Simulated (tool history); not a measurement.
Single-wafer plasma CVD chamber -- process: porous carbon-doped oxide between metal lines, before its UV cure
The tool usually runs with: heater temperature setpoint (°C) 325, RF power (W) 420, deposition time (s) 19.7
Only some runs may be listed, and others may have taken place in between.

run   hour  heater temperature setpoint (°C)  RF power (W)  deposition time (s)  read-back reference wafer on the same gauge, thickness_nm  mean film thickness on the monitor wafer (nm)
  1    0.0                               325           420                 22.6                                                     80.920                                        104.110
  2   16.9                               325           360                 19.7                                                     80.969                                         83.667
  3   34.4                               319           390                 19.7                                                     80.843                                         89.820
  4   54.3                               319           390                 19.7                                                     81.028                                         89.830
  5   78.6                               325           420                 19.7                                                     80.907                                         91.099
  6  101.0                               325           420                 19.7                                                     80.943                                         90.675
  7  126.1                               325           420                 19.7                                                     80.889                                         90.929
  8  157.2                               325           420                 22.7                                                     80.938                                        103.881
  9  178.8                               325           420                 19.7                                                     80.911                                         91.054
 10  198.9                               325           420                 19.7                                                     80.918                                         91.105
 11  216.9                               325           420                 19.7                                                     80.967                                         90.820
 12  250.2                               325           420                 19.7                                                     80.999                                         90.667
 13  282.8                               325           420                 19.7                                                     80.949                                         90.361
 14  296.0                               325           420                 17.5                                                     81.005                                         80.823
     306.7  -- showerhead replaced
 15  312.8                               330           355                 19.7                                                     80.850                                         80.143
 16  340.6                               334           505                 15.8                                                     80.888                                         78.452
 17  362.9                               325           455                 22.5                                                     80.889                                        106.985
 18  386.8                               325           420                 19.7                                                     80.891                                         90.412
     402.4  -- thermocouple changed; heater temperature recalibrated
 19  430.5                               311           350                 19.7                                                     80.857                                         86.110
     451.5  -- gauge calibrated
 20  462.7                               335           345                 19.7                                                     80.960                                         76.851
     471.1  -- RF generator calibrated
 21  483.6                               325           420                 22.8                                                     80.890                                        106.965
 22  497.9                               329           500                 21.5                                                     80.973                                        109.424
 23  528.3                               325           420                 19.7                                                     80.858                                         92.913
 24  542.6                               332           420                 23.3                                                     80.800                                        106.150
 25  570.2                               325           420                 19.7                                                     80.967                                         92.984
 26  586.5                               325           420                 19.7                                                     80.883                                         92.348
 27  611.3                               325           420                 20.9                                                     80.972                                         98.235

Measured result minus the same run's result without the hidden state. Both carry the same run-to-run variation, though not necessarily the same gauge scatter:
Hidden state at play: wafer temperature above the value expected at the setpoint (K); delivered RF power above the setpoint (%); gauge reads high (%).
run  mean film thickness on the monitor wafer (nm)
  1                                         -1.905
  2                                         -1.631
  3                                         -1.743
  4                                         -1.803
  5                                         -1.904
  6                                         -1.966
  7                                         -2.052
  8                                         -2.462
  9                                         -2.231
 10                                         -2.302
 11                                         -2.357
 12                                         -2.473
 13                                         -2.583
 14                                         -2.354
 15                                         -2.476
 16                                         -2.111
 17                                         -3.421
 18                                         -2.986
 19                                         -3.122
 20                                         -2.905
 21                                         -0.428
 22                                         -0.381
 23                                         -0.376
 24                                         -0.432
 25                                         -0.385
 26                                         -0.387
 27                                         -0.420
